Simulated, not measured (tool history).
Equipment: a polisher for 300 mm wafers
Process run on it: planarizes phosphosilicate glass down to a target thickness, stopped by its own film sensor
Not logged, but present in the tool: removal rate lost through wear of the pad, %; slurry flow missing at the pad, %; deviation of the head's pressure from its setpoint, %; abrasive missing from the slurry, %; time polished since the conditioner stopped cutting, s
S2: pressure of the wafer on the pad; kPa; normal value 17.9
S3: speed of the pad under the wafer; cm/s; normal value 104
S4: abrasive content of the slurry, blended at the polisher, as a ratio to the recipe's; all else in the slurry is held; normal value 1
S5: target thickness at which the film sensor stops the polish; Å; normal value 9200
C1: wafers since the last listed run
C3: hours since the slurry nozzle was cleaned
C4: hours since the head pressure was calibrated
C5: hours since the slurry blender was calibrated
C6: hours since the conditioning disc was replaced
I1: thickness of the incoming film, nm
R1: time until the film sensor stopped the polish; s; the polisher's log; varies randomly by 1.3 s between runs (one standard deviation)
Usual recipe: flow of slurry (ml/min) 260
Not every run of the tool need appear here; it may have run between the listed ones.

{"run": 1, "hour": 0.0, "flow of slurry (ml/min)": 260, "S2": 17.9, "S3": 104, "S4": 1, "S5": 9200, "C1": 0, "wafers polished on this pad": 515, "C3": 376.6, "C4": 66.3, "C5": 20.2, "C6": 441, "I1": 1641.7, "R1": 106.7}
{"run": 2, "hour": 12.6, "flow of slurry (ml/min)": 260, "S2": 17.9, "S3": 104, "S4": 1, "S5": 9200, "C1": 126, "wafers polished on this pad": 641, "C3": 389.2, "C4": 78.9, "C5": 32.8, "C6": 453.6, "I1": 1652, "R1": 108.2}
{"run": 3, "hour": 25.4, "flow of slurry (ml/min)": 260, "S2": 17.9, "S3": 104, "S4": 1, "S5": 9200, "C1": 128, "wafers polished on this pad": 769, "C3": 402, "C4": 91.7, "C5": 45.6, "C6": 466.4, "I1": 1636.2, "R1": 105.7}
{"hour": 36.9, "done": "conditioning disc replaced and pad reconditioned"}
{"run": 4, "hour": 37.4, "flow of slurry (ml/min)": 260, "S2": 17.9, "S3": 104, "S4": 1, "S5": 9200, "C1": 100, "wafers polished on this pad": 869, "C3": 414, "C4": 103.7, "C5": 57.6, "C6": 0.5, "I1": 1651.1, "R1": 109.4}
{"hour": 40.9, "done": "slurry nozzle cleaned"}
{"run": 5, "hour": 47.2, "flow of slurry (ml/min)": 260, "S2": 20, "S3": 104, "S4": 0.85, "S5": 9200, "C1": 88, "wafers polished on this pad": 957, "C3": 6.3, "C4": 113.5, "C5": 67.4, "C6": 10.3, "I1": 1641.8, "R1": 93.4}
{"run": 6, "hour": 59.2, "flow of slurry (ml/min)": 335, "S2": 14.5, "S3": 104, "S4": 0.9, "S5": 8220, "C1": 120, "wafers polished on this pad": 1078, "C3": 18.3, "C4": 125.5, "C5": 79.4, "C6": 22.3, "I1": 1621.5, "R1": 138.6}
{"hour": 66.7, "done": "worn pad replaced by a new one"}
{"run": 7, "hour": 75.3, "flow of slurry (ml/min)": 260, "S2": 17.9, "S3": 76, "S4": 1, "S5": 9200, "C1": 121, "wafers polished on this pad": 85, "C3": 34.4, "C4": 141.6, "C5": 95.5, "C6": 38.4, "I1": 1655.3, "R1": 128.7}
{"run": 8, "hour": 88.6, "flow of slurry (ml/min)": 260, "S2": 22.1, "S3": 104, "S4": 1.3, "S5": 6850, "C1": 133, "wafers polished on this pad": 218, "C3": 47.7, "C4": 154.9, "C5": 108.8, "C6": 51.7, "I1": 1642.9, "R1": 94.3}
{"run": 9, "hour": 95.0, "flow of slurry (ml/min)": 260, "S2": 17.9, "S3": 104, "S4": 1, "S5": 9200, "C1": 64, "wafers polished on this pad": 283, "C3": 54.1, "C4": 161.3, "C5": 115.2, "C6": 58.1, "I1": 1639.6, "R1": 99.5}
{"run": 10, "hour": 110.6, "flow of slurry (ml/min)": 260, "S2": 11.7, "S3": 86, "S4": 0.8, "S5": 10070, "C1": 156, "wafers polished on this pad": 439, "C3": 69.7, "C4": 176.9, "C5": 130.8, "C6": 73.7, "I1": 1654.1, "R1": 174.8}
{"run": 11, "hour": 124.8, "flow of slurry (ml/min)": 175, "S2": 17.9, "S3": 118, "S4": 1, "S5": 9200, "C1": 142, "wafers polished on this pad": 581, "C3": 83.9, "C4": 191.1, "C5": 145, "C6": 87.9, "I1": 1629.6, "R1": 91.1}
{"run": 12, "hour": 132.8, "flow of slurry (ml/min)": 260, "S2": 17.9, "S3": 104, "S4": 1, "S5": 9200, "C1": 80, "wafers polished on this pad": 661, "C3": 91.9, "C4": 199.1, "C5": 153, "C6": 95.9, "I1": 1629.9, "R1": 98}
{"hour": 158.1, "done": "slurry blender recalibrated"}
{"run": 13, "hour": 176.2, "flow of slurry (ml/min)": 260, "S2": 17.9, "S3": 104, "S4": 1, "S5": 9200, "C1": 414, "wafers polished on this pad": 1075, "C3": 135.3, "C4": 242.5, "C5": 18.1, "C6": 139.3, "I1": 1646.6, "R1": 97.8}
{"hour": 192.5, "done": "worn pad replaced by a new one"}
{"run": 14, "hour": 193.0, "flow of slurry (ml/min)": 195, "S2": 15.2, "S3": 72, "S4": 1, "S5": 8270, "C1": 128, "wafers polished on this pad": 5, "C3": 152.1, "C4": 259.3, "C5": 34.9, "C6": 156.1, "I1": 1646.3, "R1": 188.1}
{"run": 15, "hour": 207.0, "flow of slurry (ml/min)": 260, "S2": 14.5, "S3": 104, "S4": 1, "S5": 9200, "C1": 140, "wafers polished on this pad": 145, "C3": 166.1, "C4": 273.3, "C5": 48.9, "C6": 170.1, "I1": 1646.4, "R1": 126.4}
{"run": 16, "hour": 213.3, "flow of slurry (ml/min)": 195, "S2": 15.9, "S3": 104, "S4": 1.25, "S5": 9200, "C1": 63, "wafers polished on this pad": 208, "C3": 172.4, "C4": 279.6, "C5": 55.2, "C6": 176.4, "I1": 1663.9, "R1": 112}
{"run": 17, "hour": 220.2, "flow of slurry (ml/min)": 260, "S2": 20.7, "S3": 72, "S4": 1.1, "S5": 9200, "C1": 69, "wafers polished on this pad": 277, "C3": 179.3, "C4": 286.5, "C5": 62.1, "C6": 183.3, "I1": 1662, "R1": 115.9}
{"run": 18, "hour": 230.1, "flow of slurry (ml/min)": 260, "S2": 17.9, "S3": 104, "S4": 1, "S5": 9200, "C1": 99, "wafers polished on this pad": 376, "C3": 189.2, "C4": 296.4, "C5": 72, "C6": 193.2, "I1": 1647.1, "R1": 101.2}
{"run": 19, "hour": 245.5, "flow of slurry (ml/min)": 260, "S2": 17.9, "S3": 116, "S4": 1, "S5": 9200, "C1": 154, "wafers polished on this pad": 530, "C3": 204.6, "C4": 311.8, "C5": 87.4, "C6": 208.6, "I1": 1653.7, "R1": 94.5}
{"run": 20, "hour": 263.4, "flow of slurry (ml/min)": 260, "S2": 15.9, "S3": 104, "S4": 1.25, "S5": 9200, "C1": 179, "wafers polished on this pad": 709, "C3": 222.5, "C4": 329.7, "C5": 105.3, "C6": 226.5, "I1": 1653.7, "R1": 104.8}
{"run": 21, "hour": 270.3, "flow of slurry (ml/min)": 260, "S2": 17.9, "S3": 104, "S4": 1, "S5": 7000, "C1": 69, "wafers polished on this pad": 778, "C3": 229.4, "C4": 336.6, "C5": 112.2, "C6": 233.4, "I1": 1644, "R1": 129.9}
{"run": 22, "hour": 286.2, "flow of slurry (ml/min)": 260, "S2": 17.9, "S3": 70, "S4": 1, "S5": 9200, "C1": 159, "wafers polished on this pad": 938, "C3": 245.3, "C4": 352.5, "C5": 128.1, "C6": 249.3, "I1": 1652.1, "R1": 138.8}
{"run": 23, "hour": 294.2, "flow of slurry (ml/min)": 260, "S2": 17.9, "S3": 104, "S4": 1, "S5": 9200, "C1": 80, "wafers polished on this pad": 1018, "C3": 253.3, "C4": 360.5, "C5": 136.1, "C6": 257.3, "I1": 1654.1, "R1": 103.2}
{"run": 24, "hour": 308.7, "flow of slurry (ml/min)": 260, "S2": 17.9, "S3": 84, "S4": 1, "S5": 9200, "C1": 145, "wafers polished on this pad": 1163, "C3": 267.8, "C4": 375, "C5": 150.6, "C6": 271.8, "I1": 1637.6, "R1": 117}
{"hour": 315.5, "done": "worn pad replaced by a new one"}
{"run": 25, "hour": 324.3, "flow of slurry (ml/min)": 260, "S2": 22.8, "S3": 94, "S4": 0.7, "S5": 9200, "C1": 116, "wafers polished on this pad": 87, "C3": 283.4, "C4": 390.6, "C5": 166.2, "C6": 287.4, "I1": 1621.5, "R1": 100.5}
{"hour": 333.2, "done": "slurry blender recalibrated"}
{"hour": 335.3, "done": "head pressure recalibrated"}
{"run": 26, "hour": 336.3, "flow of slurry (ml/min)": 260, "S2": 17.9, "S3": 104, "S4": 0.75, "S5": 11630, "C1": 80, "wafers polished on this pad": 167, "C3": 295.4, "C4": 1, "C5": 3.1, "C6": 299.4, "I1": 1648.8, "R1": 79.8}
{"run": 27, "hour": 343.8, "flow of slurry (ml/min)": 330, "S2": 24.1, "S3": 104, "S4": 0.75, "S5": 8510, "C1": 75, "wafers polished on this pad": 242, "C3": 302.9, "C4": 8.5, "C5": 10.6, "C6": 306.9, "I1": 1636.3, "R1": 89.7}

Hidden state, per run?
removal rate lost through wear of the pad, %: 0, the same for each run
deviation of the head's pressure from its setpoint, %: 0, the same for each run
abrasive missing from the slurry, %: 0, the same for each run
time polished since the conditioner stopped cutting, s: 0, the same for each run
H1: slurry flow missing at the pad, %
run=1 H1=40.6
run=2 H1=41.9
run=3 H1=43.1
run=4 H1=44.4
run=5 H1=3.63
run=6 H1=4.84
run=7 H1=6.47
run=8 H1=7.82
run=9 H1=8.47
run=10 H1=10
run=11 H1=11.5
run=12 H1=12.3
run=13 H1=16.7
run=14 H1=18.4
run=15 H1=19.8
run=16 H1=20.4
run=17 H1=21.1
run=18 H1=22.1
run=19 H1=23.7
run=20 H1=25.5
run=21 H1=26.2
run=22 H1=27.8
run=23 H1=28.6
run=24 H1=30.1
run=25 H1=31.7
run=26 H1=32.9
run=27 H1=33.7
